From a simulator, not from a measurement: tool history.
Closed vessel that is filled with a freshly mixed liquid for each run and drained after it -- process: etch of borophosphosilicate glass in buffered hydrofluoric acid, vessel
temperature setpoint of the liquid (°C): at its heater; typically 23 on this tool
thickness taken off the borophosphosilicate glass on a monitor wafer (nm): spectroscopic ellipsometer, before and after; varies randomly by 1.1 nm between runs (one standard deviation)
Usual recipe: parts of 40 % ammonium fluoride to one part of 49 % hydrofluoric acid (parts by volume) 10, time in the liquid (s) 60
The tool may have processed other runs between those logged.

run	hour	temperature setpoint of the liquid (°C)	parts of 40 % ammonium fluoride to one part of 49 % hydrofluoric acid (parts by volume)	time in the liquid (s)	wafers since the last listed run	hours since the thermometer was replaced	hours since the hydrofluoric acid flow meter was replaced	hours since the gauge calibration	read-back film thickness of the borophosphosilicate glass reference wafer, read on the same gauge (nm)	thickness taken off the borophosphosilicate glass on a monitor wafer (nm)
1	0	23	10	60	0	384.3	949.8	1094.5	130.02	119.16
2	29.3	23	10	60	3441	413.6	979.1	1123.8	129.99	117.72
3	60.9	23	10	60	3711	445.2	1010.7	1155.4	130	119.71
4	147.5	23	10	60	10170	531.8	1097.3	1242	130.01	119.4
5	213.1	23	10	45	7704	597.4	1162.9	1307.6	130.01	90.27
6	264.1	23	10	45	5989	648.4	1213.9	1358.6	129.99	89.55
7	295.5	23	10	45	3687	679.8	1245.3	1390	130	90.58
8	329.9	23	10	60	4039	714.2	1279.7	1424.4	129.96	120.92
9	359.7	23	10	60	3499	744	1309.5	1454.2	130	122.97
10	386.6	23	10	60	3159	770.9	1336.4	1481.1	129.98	124.55
# hour 403: thermometer replaced
11	419.1	23	10	60	3699	16.1	1368.9	1513.6	130.01	114.29
12	445.7	23	10	60	3123	42.7	1395.5	1540.2	129.98	115.1
13	514.6	23	10	60	8091	111.6	1464.4	1609.1	129.99	115.24
# hour 541.9: hydrofluoric acid flow meter replaced
14	552.1	27.5	11.5	35	4286	149.1	10.2	1646.6	130	75.92
# hour 724.7: gauge calibrated
15	753.7	23	10	60	23676	350.7	211.8	29	130.04	117.37
16	825	18.5	8.5	45	8373	422	283.1	100.3	129.97	78.5
17	865.5	25.5	10	60	4756	462.5	323.6	140.8	130.01	138.38
18	1040.1	23	10	60	20505	637.1	498.2	315.4	129.94	120.95
19	1085.9	23	10	60	5378	682.9	544	361.2	129.98	123.96
20	1157	27	13.5	75	8350	754	615.1	432.3	129.99	142.83
# hour 1191: thermometer replaced
21	1350.4	23	10	60	22595	159.4	808.5	625.7	129.97	116.72
22	1404	20	13.5	30	6294	213	862.1	679.3	129.99	36.74
23	1446	23	8	60	4932	255	904.1	721.3	130.01	142.09
24	1501.7	23	10	90	6541	310.7	959.8	777	130	176.62
25	1534.1	23	10	60	3805	343.1	992.2	809.4	130.03	117.16
26	1572.9	23	13.5	45	4556	381.9	1031	848.2	130.05	66.34
27	1617.1	23	7.5	35	5190	426.1	1075.2	892.4	129.99	90.58
28	1669.5	27.5	8.5	75	6153	478.5	1127.6	944.8	129.99	216.65
29	1730.5	23	10	60	7163	539.5	1188.6	1005.8	130.02	119.61
30	1770.6	21	6.5	45	4709	579.6	1228.7	1045.9	129.95	121.18
31	1811.7	21.5	10	85	4826	620.7	1269.8	1087	130.01	159.22

4 ways to go on from here, each from the tool as it stands after run 31. What would each give?
A	1812.4	23	12	60	82	621.4	1270.5	1087.7	?	?
B	1812.4	23	13.5	60	82	621.4	1270.5	1087.7	?	?
C	1812.4	23	10	80	82	621.4	1270.5	1087.7	?	?
D	1812.4	26	10	70	82	621.4	1270.5	1087.7	?	?

run	read-back film thickness of the borophosphosilicate glass reference wafer, read on the same gauge (nm)	thickness taken off the borophosphosilicate glass on a monitor wafer (nm)
A	130	100.51
B	130	89.51
C	130	160.27
D	130	164.54
With no hidden state in the tool, these same runs would have given:
run	thickness taken off the borophosphosilicate glass on a monitor wafer (nm)
A	93.23
B	83.02
C	148.68
D	152.86
